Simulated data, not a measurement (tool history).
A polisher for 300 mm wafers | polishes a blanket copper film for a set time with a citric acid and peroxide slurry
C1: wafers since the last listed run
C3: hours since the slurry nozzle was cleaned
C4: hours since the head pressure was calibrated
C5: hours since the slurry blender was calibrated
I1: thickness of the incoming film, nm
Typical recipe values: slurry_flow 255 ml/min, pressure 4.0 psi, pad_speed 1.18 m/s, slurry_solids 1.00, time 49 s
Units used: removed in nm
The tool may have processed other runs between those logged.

run 1 hour=0.0 | slurry_flow=255 pressure=4.0 pad_speed=1.18 slurry_solids=1.00 time=49 | C1=0 wafers_polished_on_this_pad=1732 C3=1.3 C4=9.8 C5=32.2 | I1=1211.9 | removed=188.1
run 2 hour=16.7 | slurry_flow=255 pressure=4.0 pad_speed=1.18 slurry_solids=1.00 time=49 | C1=164 wafers_polished_on_this_pad=1896 C3=18.0 C4=26.5 C5=48.9 | I1=1189.8 | removed=186.9
run 3 hour=49.3 | slurry_flow=255 pressure=4.0 pad_speed=1.18 slurry_solids=1.00 time=49 | C1=320 wafers_polished_on_this_pad=2217 C3=50.6 C4=59.1 C5=81.5 | I1=1199.5 | removed=192.4
-- hour=54.3 worn pad replaced by a new one
run 4 hour=62.6 | slurry_flow=255 pressure=4.0 pad_speed=1.18 slurry_solids=1.00 time=49 | C1=91 wafers_polished_on_this_pad=81 C3=63.9 C4=72.4 C5=94.8 | I1=1215.1 | removed=191.5
run 5 hour=87.5 | slurry_flow=255 pressure=4.0 pad_speed=1.18 slurry_solids=1.00 time=49 | C1=244 wafers_polished_on_this_pad=326 C3=88.8 C4=97.3 C5=119.7 | I1=1195.4 | removed=192.1
run 6 hour=120.2 | slurry_flow=255 pressure=4.0 pad_speed=1.18 slurry_solids=1.00 time=49 | C1=321 wafers_polished_on_this_pad=647 C3=121.5 C4=130.0 C5=152.4 | I1=1180.0 | removed=190.1
run 7 hour=134.4 | slurry_flow=255 pressure=4.0 pad_speed=1.18 slurry_solids=1.00 time=49 | C1=139 wafers_polished_on_this_pad=787 C3=135.7 C4=144.2 C5=166.6 | I1=1194.8 | removed=188.0
run 8 hour=164.0 | slurry_flow=255 pressure=4.0 pad_speed=1.18 slurry_solids=1.00 time=36 | C1=291 wafers_polished_on_this_pad=1078 C3=165.3 C4=173.8 C5=196.2 | I1=1192.4 | removed=139.3
run 9 hour=193.8 | slurry_flow=320 pressure=5.2 pad_speed=1.18 slurry_solids=1.00 time=60 | C1=292 wafers_polished_on_this_pad=1371 C3=195.1 C4=203.6 C5=226.0 | I1=1196.5 | removed=307.5
run 10 hour=211.4 | slurry_flow=340 pressure=5.3 pad_speed=1.56 slurry_solids=1.00 time=34 | C1=173 wafers_polished_on_this_pad=1544 C3=212.7 C4=221.2 C5=243.6 | I1=1191.3 | removed=234.5
-- hour=237.0 slurry blender recalibrated
run 11 hour=240.3 | slurry_flow=200 pressure=4.5 pad_speed=1.50 slurry_solids=1.00 time=49 | C1=264 wafers_polished_on_this_pad=1808 C3=241.6 C4=250.1 C5=3.3 | I1=1195.4 | removed=260.0
run 12 hour=258.7 | slurry_flow=255 pressure=4.0 pad_speed=1.18 slurry_solids=1.00 time=49 | C1=180 wafers_polished_on_this_pad=1989 C3=260.0 C4=268.5 C5=21.7 | I1=1202.1 | removed=186.2
-- hour=266.0 worn pad replaced by a new one
run 13 hour=279.2 | slurry_flow=285 pressure=3.6 pad_speed=1.18 slurry_solids=1.00 time=64 | C1=162 wafers_polished_on_this_pad=130 C3=280.5 C4=289.0 C5=42.2 | I1=1188.4 | removed=225.7
run 14 hour=315.0 | slurry_flow=255 pressure=4.0 pad_speed=1.18 slurry_solids=1.25 time=59 | C1=351 wafers_polished_on_this_pad=482 C3=316.3 C4=324.8 C5=78.0 | I1=1223.5 | removed=239.4
run 15 hour=329.7 | slurry_flow=285 pressure=3.6 pad_speed=1.18 slurry_solids=1.00 time=64 | C1=144 wafers_polished_on_this_pad=626 C3=331.0 C4=339.5 C5=92.7 | I1=1192.1 | removed=221.5
run 16 hour=358.9 | slurry_flow=295 pressure=4.0 pad_speed=0.86 slurry_solids=1.00 time=49 | C1=287 wafers_polished_on_this_pad=913 C3=360.2 C4=368.7 C5=121.9 | I1=1187.3 | removed=137.6
run 17 hour=388.7 | slurry_flow=255 pressure=4.0 pad_speed=1.18 slurry_solids=1.00 time=49 | C1=292 wafers_polished_on_this_pad=1206 C3=390.0 C4=398.5 C5=151.7 | I1=1212.3 | removed=186.5
run 18 hour=414.6 | slurry_flow=285 pressure=2.9 pad_speed=1.18 slurry_solids=1.00 time=49 | C1=254 wafers_polished_on_this_pad=1461 C3=415.9 C4=424.4 C5=177.6 | I1=1203.5 | removed=136.8
-- hour=451.2 worn pad replaced by a new one
-- hour=452.3 head pressure recalibrated
-- hour=477.5 slurry blender recalibrated
run 19 hour=511.6 | slurry_flow=255 pressure=4.0 pad_speed=0.96 slurry_solids=0.75 time=49 | C1=883 wafers_polished_on_this_pad=563 C3=512.9 C4=59.3 C5=34.1 | I1=1191.6 | removed=141.7
run 20 hour=535.2 | slurry_flow=255 pressure=4.0 pad_speed=1.18 slurry_solids=1.10 time=58 | C1=232 wafers_polished_on_this_pad=795 C3=536.5 C4=82.9 C5=57.7 | I1=1218.6 | removed=226.3
run 21 hour=555.3 | slurry_flow=255 pressure=4.0 pad_speed=1.18 slurry_solids=1.25 time=49 | C1=197 wafers_polished_on_this_pad=993 C3=556.6 C4=103.0 C5=77.8 | I1=1202.7 | removed=194.6
run 22 hour=569.9 | slurry_flow=255 pressure=4.0 pad_speed=1.18 slurry_solids=1.00 time=49 | C1=143 wafers_polished_on_this_pad=1136 C3=571.2 C4=117.6 C5=92.4 | I1=1196.1 | removed=184.8
run 23 hour=587.7 | slurry_flow=170 pressure=3.5 pad_speed=1.18 slurry_solids=0.90 time=58 | C1=175 wafers_polished_on_this_pad=1311 C3=589.0 C4=135.4 C5=110.2 | I1=1207.4 | removed=172.0
run 24 hour=618.5 | slurry_flow=255 pressure=4.0 pad_speed=0.98 slurry_solids=1.00 time=62 | C1=302 wafers_polished_on_this_pad=1614 C3=619.8 C4=166.2 C5=141.0 | I1=1206.3 | removed=194.9
run 25 hour=648.3 | slurry_flow=255 pressure=4.0 pad_speed=1.18 slurry_solids=1.00 time=49 | C1=292 wafers_polished_on_this_pad=1907 C3=649.6 C4=196.0 C5=170.8 | I1=1181.4 | removed=185.9
run 26 hour=670.6 | slurry_flow=185 pressure=4.0 pad_speed=1.18 slurry_solids=1.00 time=49 | C1=219 wafers_polished_on_this_pad=2126 C3=671.9 C4=218.3 C5=193.1 | I1=1196.5 | removed=173.3
-- hour=688.6 worn pad replaced by a new one
run 27 hour=691.1 | slurry_flow=255 pressure=2.9 pad_speed=1.18 slurry_solids=1.00 time=49 | C1=162 wafers_polished_on_this_pad=24 C3=692.4 C4=238.8 C5=213.6 | I1=1200.6 | removed=134.2
run 28 hour=706.5 | slurry_flow=310 pressure=5.3 pad_speed=0.90 slurry_solids=0.85 time=49 | C1=151 wafers_polished_on_this_pad=176 C3=707.8 C4=254.2 C5=229.0 | I1=1207.1 | removed=180.6
-- hour=711.1 slurry blender recalibrated
run 29 hour=727.7 | slurry_flow=255 pressure=4.0 pad_speed=1.18 slurry_solids=1.00 time=49 | C1=188 wafers_polished_on_this_pad=364 C3=729.0 C4=275.4 C5=16.6 | I1=1197.7 | removed=183.2

Same runs, no hidden state in the tool, same run-to-run variation:
Hidden conditions of the tool in this case: removal rate lost through wear of the pad, %; slurry flow missing at the pad, %; deviation of the head's pressure from its setpoint, %; abrasive missing from the slurry, %.
run=1 removed=188.3
run=2 removed=187.2
run=3 removed=193.0
run=4 removed=192.1
run=5 removed=193.0
run=6 removed=191.2
run=7 removed=189.2
run=8 removed=140.3
run=9 removed=309.7
run=10 removed=236.2
run=11 removed=263.7
run=12 removed=188.4
run=13 removed=228.3
run=14 removed=242.9
run=15 removed=224.5
run=16 removed=139.6
run=17 removed=189.9
run=18 removed=139.1
run=19 removed=145.3
run=20 removed=232.3
run=21 removed=199.9
run=22 removed=190.0
run=23 removed=179.9
run=24 removed=201.0
run=25 removed=192.1
run=26 removed=181.8
run=27 removed=139.1
run=28 removed=186.1
run=29 removed=190.3

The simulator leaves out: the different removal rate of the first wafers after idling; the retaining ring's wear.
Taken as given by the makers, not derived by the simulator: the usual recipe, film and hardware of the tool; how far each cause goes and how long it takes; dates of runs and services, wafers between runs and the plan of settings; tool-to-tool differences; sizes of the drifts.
